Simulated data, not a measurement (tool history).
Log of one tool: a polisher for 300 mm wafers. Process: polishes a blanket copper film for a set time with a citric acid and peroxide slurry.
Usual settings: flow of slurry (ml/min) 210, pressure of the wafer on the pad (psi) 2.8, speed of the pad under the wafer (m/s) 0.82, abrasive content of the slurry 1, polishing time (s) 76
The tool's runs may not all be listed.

run   hour  flow of slurry (ml/min)  pressure of the wafer on the pad (psi)  speed of the pad under the wafer (m/s)  abrasive content of the slurry  polishing time (s)  wafers since the last listed run  wafers polished on this pad  hours since the slurry nozzle was cleaned  hours since the head pressure was calibrated  hours since the slurry blender was calibrated  incoming thickness of the incoming film, nm  film removed (Å)
  1      0                      210                                     2.8                                    0.82                               1                  76                                 0                          540                                      166.2                                        1155.4                                          229.8                                        886.3              1517
  2   16.3                      210                                     2.8                                    0.82                               1                  76                               105                          646                                      182.5                                        1171.7                                          246.1                                        875.2              1522
  3   28.1                      210                                     2.8                                    0.82                               1                  76                                76                          722                                      194.3                                        1183.5                                          257.9                                        893.5              1501
      46.6  -- slurry blender recalibrated
  4   66.6                      210                                     2.8                                    0.82                               1                  76                               235                          958                                      232.8                                          1222                                             20                                        887.4              1499
      72.8  -- slurry nozzle cleaned
  5   81.4                      210                                     2.8                                    0.82                               1                  76                                89                         1047                                        8.6                                        1236.8                                           34.8                                        885.2              1505
  6   99.3                      210                                     2.8                                    0.82                               1                  76                               115                         1162                                       26.5                                        1254.7                                           52.7                                        890.4              1473
  7  110.8                      210                                     2.8                                    0.82                               1                  76                                74                         1237                                         38                                        1266.2                                           64.2                                        872.6              1458
     119.1  -- worn pad replaced by a new one
  8  122.1                      210                                     2.8                                    0.82                               1                  76                                47                           19                                       49.3                                        1277.5                                           75.5                                        884.5              1534
  9  139.4                      210                                     2.8                                    0.82                            1.25                  88                               111                          130                                       66.6                                        1294.8                                           92.8                                          873              1890
 10  154.5                      165                                       2                                    0.82                               1                  76                                97                          228                                       81.7                                        1309.9                                          107.9                                        886.7              1133
 11  167.1                      210                                     2.8                                    0.82                               1                  76                                81                          309                                       94.3                                        1322.5                                          120.5                                        874.5              1545
 12    184                      210                                     2.3                                    0.82                               1                  76                               109                          418                                      111.2                                        1339.4                                          137.4                                        872.8              1301
 13    200                      210                                     2.8                                    0.72                            1.25                  76                               103                          522                                      127.2                                        1355.4                                          153.4                                        897.7              1417
 14  206.7                      180                                     2.8                                    0.92                             1.1                 101                                43                          565                                      133.9                                        1362.1                                          160.1                                        869.1              2251
 15  215.8                      210                                     2.8                                    0.82                               1                  76                                58                          624                                        143                                        1371.2                                          169.2                                        875.8              1524
 16  224.1                      210                                     2.8                                    0.82                             0.7                  64                                53                          677                                      151.3                                        1379.5                                          177.5                                          867              1204
 17  253.6                      170                                     2.8                                    0.82                               1                  76                               190                          868                                      180.8                                          1409                                            207                                          881              1492
 18  261.7                      150                                       2                                    0.96                               1                  66                                52                          920                                      188.9                                        1417.1                                          215.1                                        890.4              1081
 19  272.3                      180                                     2.8                                    0.92                             1.1                 101                                68                          989                                      199.5                                        1427.7                                          225.7                                        872.6              2237
     281.3  -- slurry blender recalibrated
 20  284.1                      250                                     3.7                                    0.82                             0.9                  95                                63                         1052                                      211.3                                        1439.5                                            2.8                                        887.5              2404
     291.2  -- worn pad replaced by a new one
       299  -- head pressure recalibrated
 21  299.5                      260                                     2.8                                    0.82                             0.7                  76                                60                           40                                      226.7                                           0.5                                           18.2                                        870.4              1320
 22  312.1                      210                                     2.8                                    0.82                               1                  76                                81                          121                                      239.3                                          13.1                                           30.8                                        888.7              1398
     324.2  -- slurry nozzle cleaned
 23  350.1                      210                                     2.3                                       1                               1                  76                               238                          360                                       25.9                                          51.1                                           68.8                                        893.8              1414
 24  367.2                      245                                     2.1                                    0.82                            1.15                  55                               110                          471                                         43                                          68.2                                           85.9                                        869.6               821
 25  384.9                      210                                     2.8                                    0.82                               1                  76                               114                          585                                       60.7                                          85.9                                          103.6                                        890.7              1391
 26  395.1                      210                                     3.6                                    0.66                             0.9                  76                                65                          651                                       70.9                                          96.1                                          113.8                                        870.6              1340
 27  402.3                      210                                     2.8                                    0.82                             0.7                  64                                46                          697                                       78.1                                         103.3                                            121                                        881.4              1093
 28  415.4                      145                                     2.8                                    0.82                               1                  76                                84                          782                                       91.2                                         116.4                                          134.1                                        893.6              1279
 29  430.6                      210                                     2.8                                    0.82                               1                  76                                98                          880                                      106.4                                         131.6                                          149.3                                        870.3              1360

5 ways to go on from here, each from the tool as it stands after run 29. What would each give?
  A   431                      210                                     2.8                                    0.82                               1                  53                                 2                          883                                      106.8                                           132                                          149.7                                        872.6                 ?
  B   431                      165                                     2.8                                    0.82                               1                  58                                 2                          883                                      106.8                                           132                                          149.7                                        872.6                 ?
  C   431                      280                                     2.8                                    0.82                            1.25                  76                                 2                          883                                      106.8                                           132                                          149.7                                        872.6                 ?
  D   431                      210                                     3.2                                    0.82                               1                  76                                 2                          883                                      106.8                                           132                                          149.7                                        872.6                 ?
  E   431                      210                                     2.8                                     0.7                               1                  76                                 2                          883                                      106.8                                           132                                          149.7                                        872.6                 ?

run  film removed (Å)
  A               959
  B              1010
  C              1490
  D              1542
  E              1181
Without the tool's hidden state the same runs would have given:
run  film removed (Å)
  A               993
  B              1046
  C              1543
  D              1597
  E              1222

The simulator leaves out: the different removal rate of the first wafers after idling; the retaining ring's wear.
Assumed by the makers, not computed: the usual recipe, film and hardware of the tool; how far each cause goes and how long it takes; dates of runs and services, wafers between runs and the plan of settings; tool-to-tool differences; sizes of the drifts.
